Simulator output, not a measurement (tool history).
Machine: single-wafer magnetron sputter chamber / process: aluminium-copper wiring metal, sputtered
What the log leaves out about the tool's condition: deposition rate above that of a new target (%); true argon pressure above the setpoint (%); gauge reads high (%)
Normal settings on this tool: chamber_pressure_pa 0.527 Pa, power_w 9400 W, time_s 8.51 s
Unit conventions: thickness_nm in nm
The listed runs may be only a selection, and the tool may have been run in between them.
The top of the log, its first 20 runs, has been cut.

| run | hour | chamber_pressure_pa | power_w | time_s | wafers since the last listed run | wafers on the sputter target | hours since the last manometer calibration | hours since the magnet pack was replaced | hours since the gauge calibration | read-back reference wafer on the same gauge, thickness_nm | thickness_nm |
|---|---|---|---|---|---|---|---|---|---|---|---|
|  | 1701.6 | sputter target and shields replaced |
|  | 1709.1 | capacitance manometer re-zeroed and calibrated |
| 21 | 1771.7 | 0.527 | 9400 | 9.44 | 9979 | 2423 | 62.6 | 810.9 | 831.1 | 128.06 | 147.7 |
| 22 | 1841.8 | 0.527 | 9400 | 7.66 | 2713 | 5137 | 132.7 | 881 | 901.2 | 127.993 | 118.48 |
| 23 | 2145.6 | 0.527 | 9400 | 8.51 | 11760 | 16897 | 436.5 | 1184.8 | 1205 | 127.98 | 130.815 |
| 24 | 2226.1 | 0.705 | 10300 | 8.51 | 3116 | 20014 | 517 | 1265.3 | 1285.5 | 128.024 | 129.147 |
|  | 2236.6 | sputter target and shields replaced |
| 25 | 2299.8 | 0.527 | 9400 | 8.51 | 2543 | 2448 | 590.7 | 1339 | 1359.2 | 127.975 | 133.236 |
| 26 | 2370.7 | 0.426 | 10200 | 8.51 | 2744 | 5192 | 661.6 | 1409.9 | 1430.1 | 128.043 | 152.875 |
| 27 | 2471.4 | 0.337 | 11300 | 7.9 | 3898 | 9091 | 762.3 | 1510.6 | 1530.8 | 128.006 | 165.039 |
| 28 | 2547.4 | 0.674 | 10550 | 7.53 | 2942 | 12033 | 838.3 | 1586.6 | 1606.8 | 127.973 | 120.237 |
| 29 | 2625.3 | 0.629 | 10600 | 8.97 | 3015 | 15049 | 916.2 | 1664.5 | 1684.7 | 127.915 | 146.886 |
| 30 | 2668.3 | 0.527 | 9400 | 7.15 | 1664 | 16713 | 959.2 | 1707.5 | 1727.7 | 128.019 | 110.398 |

Forecast each of these 5 alternatives for the next run:
| A | 2668.7 | 0.527 | 9400 | 8.51 | 15 | 16729 | 959.6 | 1707.9 | 1728.1 | ? | ? |
| B | 2668.7 | 0.411 | 7450 | 8.51 | 15 | 16729 | 959.6 | 1707.9 | 1728.1 | ? | ? |
| C | 2668.7 | 0.735 | 11400 | 9.98 | 15 | 16729 | 959.6 | 1707.9 | 1728.1 | ? | ? |
| D | 2668.7 | 0.527 | 10100 | 8.51 | 15 | 16729 | 959.6 | 1707.9 | 1728.1 | ? | ? |
| E | 2668.7 | 0.695 | 10150 | 6.92 | 15 | 16729 | 959.6 | 1707.9 | 1728.1 | ? | ? |

| run | read-back reference wafer on the same gauge, thickness_nm | thickness_nm |
|---|---|---|
| A | 127.94 | 131.455 |
| B | 127.94 | 111.679 |
| C | 127.94 | 165.846 |
| D | 127.94 | 141.245 |
| E | 127.94 | 104.725 |
With no hidden state in the tool, these same runs would have given:
| run | thickness_nm |
|---|---|
| A | 134.445 |
| B | 114.489 |
| C | 168.958 |
| D | 144.456 |
| E | 106.766 |

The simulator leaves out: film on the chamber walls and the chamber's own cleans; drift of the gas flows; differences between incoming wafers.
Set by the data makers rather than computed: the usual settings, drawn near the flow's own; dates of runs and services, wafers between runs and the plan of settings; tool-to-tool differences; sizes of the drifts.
